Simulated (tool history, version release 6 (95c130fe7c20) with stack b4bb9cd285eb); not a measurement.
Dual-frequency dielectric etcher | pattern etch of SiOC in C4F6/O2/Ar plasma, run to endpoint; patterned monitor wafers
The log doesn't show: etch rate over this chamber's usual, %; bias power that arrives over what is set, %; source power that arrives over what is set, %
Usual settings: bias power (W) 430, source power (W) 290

run,hour,bias power (W),source power (W),wafers since the last listed run,hours since the last wet clean,hours since the last bias power generator calibration,hours since the last source power generator calibration,hours since the last upper electrode change,"incoming incoming film thickness, nm",endpoint time (s)
1,0,488,330,0,265,2486.2,3176.7,5093.4,32.91,12.3
2,11.4,488,330,132,276.4,2497.6,3188.1,5104.8,32.94,12.4
3,27.9,430,290,192,292.9,2514.1,3204.6,5121.3,33.31,13.5
4,44.1,430,290,188,309.1,2530.3,3220.8,5137.5,32.97,13.5
5,55,430,290,127,320,2541.2,3231.7,5148.4,33.29,13.3
# hour 63.1: bias power generator calibrated
# hour 67.2: source power generator calibrated
# hour 85.5: wet clean of the chamber
# hour 103.8: upper electrode replaced
6,104.3,493,290,54,18.8,41.2,37.1,0.5,33.26,12.9
7,104.7,493,290,4,19.2,41.6,37.5,0.9,33.18,12.9

Forecast run 8:
8,105,507,250,3,19.5,41.9,37.8,1.2,33.22,?

{"run 8": {"endpoint time (s)": 13.2}}
Without the tool's hidden state the same run would have given endpoint time (s) 13.2.

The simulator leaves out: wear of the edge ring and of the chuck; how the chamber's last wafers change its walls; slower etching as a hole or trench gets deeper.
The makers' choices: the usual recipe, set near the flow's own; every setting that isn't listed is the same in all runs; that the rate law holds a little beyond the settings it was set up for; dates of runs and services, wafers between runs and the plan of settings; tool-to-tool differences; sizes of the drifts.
